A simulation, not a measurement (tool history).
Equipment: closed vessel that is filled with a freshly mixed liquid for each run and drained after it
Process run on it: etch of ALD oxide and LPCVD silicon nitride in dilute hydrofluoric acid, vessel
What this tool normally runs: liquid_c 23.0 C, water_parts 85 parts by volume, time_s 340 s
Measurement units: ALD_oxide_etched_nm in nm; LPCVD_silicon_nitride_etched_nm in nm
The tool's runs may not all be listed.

run,hour,liquid_c,water_parts,time_s,wafers since the last listed run,hours since the thermometer was replaced,hours since the hydrofluoric acid flow meter was replaced,hours since the gauge calibration,"read-back film thickness of the ALD oxide reference wafer, read on the same gauge (nm)","read-back film thickness of the LPCVD silicon nitride reference wafer, read on the same gauge (nm)",ALD_oxide_etched_nm,LPCVD_silicon_nitride_etched_nm
1,0.0,23.0,55,340,0,1100.6,1913.1,1383.9,80.00,70.005,74.34,2.449
2,52.6,23.0,55,340,4450,1153.2,1965.7,1436.5,80.00,69.992,74.66,2.457
3,113.1,23.0,85,340,5118,1213.7,2026.2,1497.0,80.00,69.997,46.42,1.619
4,139.1,20.5,85,340,2199,1239.7,2052.2,1523.0,80.03,70.023,41.64,1.351
5,168.0,19.5,85,340,2445,1268.6,2081.1,1551.9,80.03,69.996,39.29,1.262
6,217.7,19.0,85,340,4204,1318.3,2130.8,1601.6,80.00,70.009,38.63,1.178
# hour 280.3: gauge calibrated
7,281.5,23.0,85,340,5397,1382.1,2194.6,1.2,79.98,69.972,45.41,1.578
8,319.0,27.0,85,410,3172,1419.6,2232.1,38.7,80.00,69.999,64.93,2.417
9,347.4,23.0,85,340,2402,1448.0,2260.5,67.1,79.99,70.005,45.31,1.596
10,395.0,19.0,55,410,4027,1495.6,2308.1,114.7,80.01,70.015,74.11,2.198
11,443.8,23.0,110,340,4128,1544.4,2356.9,163.5,80.03,69.999,33.70,1.234
12,474.1,23.0,105,205,2563,1574.7,2387.2,193.8,80.01,69.973,21.31,0.717
13,507.9,23.0,50,340,2859,1608.5,2421.0,227.6,80.01,69.977,80.09,2.546
# hour 544.7: hydrofluoric acid flow meter replaced
14,549.1,23.0,65,490,3401,1649.7,4.4,268.8,80.00,69.988,96.11,3.095
# hour 560.3: thermometer replaced
15,590.4,26.5,85,230,3409,30.1,45.7,310.1,80.01,69.989,40.85,1.565
16,630.4,18.5,85,340,3384,70.1,85.7,350.1,80.00,70.001,43.79,1.351
17,697.7,23.0,85,340,5693,137.4,153.0,417.4,80.01,69.961,51.97,1.813
18,761.8,23.0,60,420,5423,201.5,217.1,481.5,80.00,70.000,93.14,3.176
19,808.7,20.5,115,160,3967,248.4,264.0,528.4,80.01,69.997,15.64,0.519
20,856.2,18.5,55,155,4018,295.9,311.5,575.9,79.98,69.965,31.56,0.915
21,896.0,26.0,50,340,3367,335.7,351.3,615.7,80.00,70.010,104.50,3.589
22,949.0,20.0,75,340,4484,388.7,404.3,668.7,80.00,69.993,51.56,1.661
23,1009.5,20.0,75,465,5118,449.2,464.8,729.2,79.98,70.034,70.92,2.248

Run 24, settings as shown, results not yet in. Your forecast:
24,1081.0,27.0,110,235,6049,520.7,536.3,800.7,?,?,?,?

read-back film thickness of the ALD oxide reference wafer, read on the same gauge (nm): 79.99
read-back film thickness of the LPCVD silicon nitride reference wafer, read on the same gauge (nm): 69.966
ALD_oxide_etched_nm: 30.57 nm
LPCVD_silicon_nitride_etched_nm: 1.226 nm
With the hidden condition absent and the run-to-run variation left alone, this run would have shown ALD_oxide_etched_nm 32.00 nm, LPCVD_silicon_nitride_etched_nm 1.297 nm.
